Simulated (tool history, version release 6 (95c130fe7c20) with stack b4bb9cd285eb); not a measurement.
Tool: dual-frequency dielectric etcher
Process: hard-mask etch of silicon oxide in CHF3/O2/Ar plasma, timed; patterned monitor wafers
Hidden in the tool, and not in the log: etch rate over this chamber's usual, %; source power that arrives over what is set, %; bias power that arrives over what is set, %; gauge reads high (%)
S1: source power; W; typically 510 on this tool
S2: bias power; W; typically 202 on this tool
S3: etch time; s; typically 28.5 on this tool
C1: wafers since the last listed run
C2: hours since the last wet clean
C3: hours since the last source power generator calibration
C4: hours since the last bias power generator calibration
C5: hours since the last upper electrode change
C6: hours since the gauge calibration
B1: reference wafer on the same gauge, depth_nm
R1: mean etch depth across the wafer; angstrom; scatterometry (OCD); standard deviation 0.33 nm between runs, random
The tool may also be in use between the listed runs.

run    hour   S1   S2    S3    C1     C2      C3      C4      C5      C6    B1   R1
  1       0  410  216  28.5     0    159  1220.9  2948.7  4774.5   162.9  70.2  551
  2    30.3  410  216  28.5   537  189.3  1251.2    2979  4804.8   193.2  70.2  544
  3    90.2  510  202  28.5  1061  249.2  1311.1  3038.9  4864.7   253.1    70  608
  4   151.3  510  202  28.5  1083  310.3  1372.2    3100  4925.8   314.2  70.3  604
  5   189.8  510  202  28.5   682  348.8  1410.7  3138.5  4964.3   352.7  70.2  607
      227.4  -- wet clean of the chamber
  6   238.2  510  202  28.5   432   10.8  1459.1  3186.9  5012.7   401.1  70.2  610
  7   271.1  510  202  28.5   583   43.7    1492  3219.8  5045.6     434  70.4  610
  8   315.5  510  202  28.5   787   88.1  1536.4  3264.2    5090   478.4  70.2  609
  9   387.2  510  202  28.5  1271  159.8  1608.1  3335.9  5161.7   550.1  70.3  609
 10   430.8  510  202  28.5   772  203.4  1651.7  3379.5  5205.3   593.7  70.1  610
 11   482.8  510  202  28.5   921  255.4  1703.7  3431.5  5257.3   645.7  70.1  602
 12   535.4  510  202  28.5   932    308  1756.3  3484.1  5309.9   698.3  70.1  610
      595.2  -- wet clean of the chamber
 13   677.4  510  202  28.5  2091   82.2  1898.3  3626.1  5451.9   840.3  70.1  608
      745.9  -- upper electrode replaced
 14   746.4  510  202  28.5   797  151.2  1967.3  3695.1     0.5   909.3  70.1  603
 15   776.1  510  202  28.5   526  180.9    1997  3724.8    30.2     939  70.1  605
 16   842.8  510  202  24.5  1182  247.6  2063.7  3791.5    96.9  1005.7  70.2  524
 17   899.9  440  251  35.5  1012  304.7  2120.8  3848.6     154  1062.8  70.2  777
      952.1  -- wet clean of the chamber
 18   952.6  510  229  28.5   508    0.5  2173.5  3901.3   206.7  1115.5  70.2  652
 19   999.2  510  165  28.5   826   47.1  2220.1  3947.9   253.3  1162.1  70.2  543
     1040.1  -- source power generator calibrated
     1125.8  -- bias power generator calibrated
 20  1130.8  510  202  28.5  2191  178.7    90.7       5   384.9  1293.7  70.2  607
       1149  -- gauge calibrated
 21  1190.5  510  251  28.5  1058  238.4   150.4    64.7   444.6    41.5  70.2  685
 22  1236.1  610  155    34   808    284     196   110.3   490.2    87.1  70.4  694
 23  1272.8  460  174    34   650  320.7   232.7     147   526.9   123.8  70.1  626
 24  1300.6  510  202    20   492  348.5   260.5   174.8   554.7   151.6  70.2  425
     1334.9  -- wet clean of the chamber
 25  1338.5  510  202  28.5   246    3.6   298.4   212.7   592.6   189.5  70.1  606
 26  1393.3  630  246  28.5   971   58.4   353.2   267.5   647.4   244.3  70.2  763
 27  1451.5  630  202    35  1031  116.6   411.4   325.7   705.6   302.5  70.2  829
 28  1510.1  550  222  21.5  1038  175.2     470   384.3   764.2   361.1  70.3  505
 29  1554.5  510  202  28.5   787  219.6   514.4   428.7   808.6   405.5  70.3  607
 30  1606.9  510  202  28.5   928    272   566.8   481.1     861   457.9  70.1  605

Hidden state at the last listed run before each entry between runs and at the first one after, where it differs:
In the gap between runs 5 and 6: wet clean of the chamber (hour 227.4)
  no hidden state differs between the two runs
In the gap between runs 12 and 13: wet clean of the chamber (hour 595.2)
  no hidden state differs between the two runs
In the gap between runs 13 and 14: upper electrode replaced (hour 745.9)
  no hidden state differs between the two runs
In the gap between runs 17 and 18: wet clean of the chamber (hour 952.1)
  no hidden state differs between the two runs
In the gap between runs 19 and 20: source power generator calibrated (hour 1040.1); bias power generator calibrated (hour 1125.8)
  no hidden state differs between the two runs
In the gap between runs 20 and 21: gauge calibrated (hour 1149)
  no hidden state differs between the two runs
In the gap between runs 24 and 25: wet clean of the chamber (hour 1334.9)
  no hidden state differs between the two runs

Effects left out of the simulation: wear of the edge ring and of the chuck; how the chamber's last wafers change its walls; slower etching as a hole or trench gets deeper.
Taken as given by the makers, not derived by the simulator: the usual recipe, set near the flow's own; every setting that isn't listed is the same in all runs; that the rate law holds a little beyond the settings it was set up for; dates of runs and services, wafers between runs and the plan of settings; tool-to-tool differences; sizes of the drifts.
